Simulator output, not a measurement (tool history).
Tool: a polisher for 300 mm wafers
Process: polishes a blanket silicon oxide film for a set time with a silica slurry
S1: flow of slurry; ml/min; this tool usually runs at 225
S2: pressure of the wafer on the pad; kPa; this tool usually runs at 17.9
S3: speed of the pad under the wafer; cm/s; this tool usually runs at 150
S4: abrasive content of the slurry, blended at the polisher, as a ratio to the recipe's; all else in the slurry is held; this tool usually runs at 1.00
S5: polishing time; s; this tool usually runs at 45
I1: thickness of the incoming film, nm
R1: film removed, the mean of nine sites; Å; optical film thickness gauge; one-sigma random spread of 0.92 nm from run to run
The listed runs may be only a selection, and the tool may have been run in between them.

run 1 hour=0.0 | S1=225 S2=17.9 S3=150 S4=1.00 S5=45 | I1=933.0 | R1=958
-- hour=17.8 conditioning disc replaced and pad reconditioned
run 2 hour=33.6 | S1=225 S2=17.9 S3=150 S4=1.00 S5=45 | I1=915.3 | R1=947
run 3 hour=66.1 | S1=225 S2=17.9 S3=150 S4=1.00 S5=45 | I1=916.9 | R1=956
-- hour=73.8 worn pad replaced by a new one
run 4 hour=88.5 | S1=225 S2=17.9 S3=150 S4=1.00 S5=45 | I1=937.5 | R1=962
run 5 hour=107.2 | S1=225 S2=17.9 S3=150 S4=1.00 S5=45 | I1=904.2 | R1=962
run 6 hour=138.6 | S1=225 S2=17.9 S3=150 S4=1.00 S5=45 | I1=924.9 | R1=943
run 7 hour=169.7 | S1=225 S2=17.9 S3=150 S4=0.80 S5=39 | I1=925.3 | R1=726
-- hour=183.2 worn pad replaced by a new one
run 8 hour=201.2 | S1=225 S2=17.9 S3=150 S4=0.80 S5=39 | I1=918.9 | R1=737
-- hour=202.8 slurry nozzle cleaned
-- hour=207.7 head pressure recalibrated
-- hour=213.3 slurry blender recalibrated
run 9 hour=214.6 | S1=225 S2=17.9 S3=150 S4=0.80 S5=39 | I1=917.3 | R1=840
run 10 hour=244.8 | S1=225 S2=17.9 S3=134 S4=1.00 S5=45 | I1=911.5 | R1=1009
run 11 hour=274.4 | S1=225 S2=17.9 S3=134 S4=1.00 S5=45 | I1=924.0 | R1=985
-- hour=276.6 conditioning disc replaced and pad reconditioned
-- hour=296.0 worn pad replaced by a new one
run 12 hour=303.8 | S1=225 S2=17.9 S3=150 S4=1.00 S5=45 | I1=918.5 | R1=1044
run 13 hour=324.8 | S1=225 S2=17.9 S3=150 S4=1.00 S5=45 | I1=917.9 | R1=1044
run 14 hour=350.3 | S1=225 S2=20.0 S3=150 S4=1.15 S5=45 | I1=911.2 | R1=1201
run 15 hour=378.6 | S1=165 S2=14.5 S3=188 S4=1.00 S5=31 | I1=934.0 | R1=660
run 16 hour=403.4 | S1=225 S2=22.8 S3=150 S4=0.90 S5=45 | I1=919.6 | R1=1175
-- hour=408.6 worn pad replaced by a new one
run 17 hour=435.0 | S1=225 S2=17.9 S3=150 S4=1.00 S5=45 | I1=927.9 | R1=999
run 18 hour=465.6 | S1=225 S2=17.9 S3=150 S4=1.00 S5=60 | I1=940.5 | R1=1325
run 19 hour=483.5 | S1=225 S2=17.9 S3=150 S4=1.00 S5=45 | I1=922.3 | R1=985
run 20 hour=505.5 | S1=190 S2=17.9 S3=150 S4=1.20 S5=45 | I1=907.5 | R1=1051
run 21 hour=525.8 | S1=165 S2=17.9 S3=172 S4=1.20 S5=58 | I1=911.4 | R1=1437
-- hour=534.4 worn pad replaced by a new one
-- hour=556.2 conditioning disc replaced and pad reconditioned
run 22 hour=561.8 | S1=270 S2=21.4 S3=114 S4=1.00 S5=60 | I1=902.7 | R1=1279
run 23 hour=579.6 | S1=295 S2=17.9 S3=150 S4=1.00 S5=45 | I1=911.2 | R1=1005

Predict each of these 4 candidate next runs independently; none follows another, all start after run 23:
run A hour=580.0 | S1=225 S2=17.9 S3=150 S4=1.00 S5=45 | I1=928.0 | R1=?
run B hour=580.0 | S1=175 S2=17.9 S3=150 S4=1.00 S5=45 | I1=928.0 | R1=?
run C hour=580.0 | S1=225 S2=17.9 S3=126 S4=1.00 S5=45 | I1=928.0 | R1=?
run D hour=580.0 | S1=225 S2=17.9 S3=150 S4=1.20 S5=45 | I1=928.0 | R1=?

run=A R1=969
run=B R1=938
run=C R1=870
run=D R1=1054
Stripped of hidden state, with their random variation kept, the same runs would have yielded:
run=A R1=1082
run=B R1=1047
run=C R1=972
run=D R1=1171
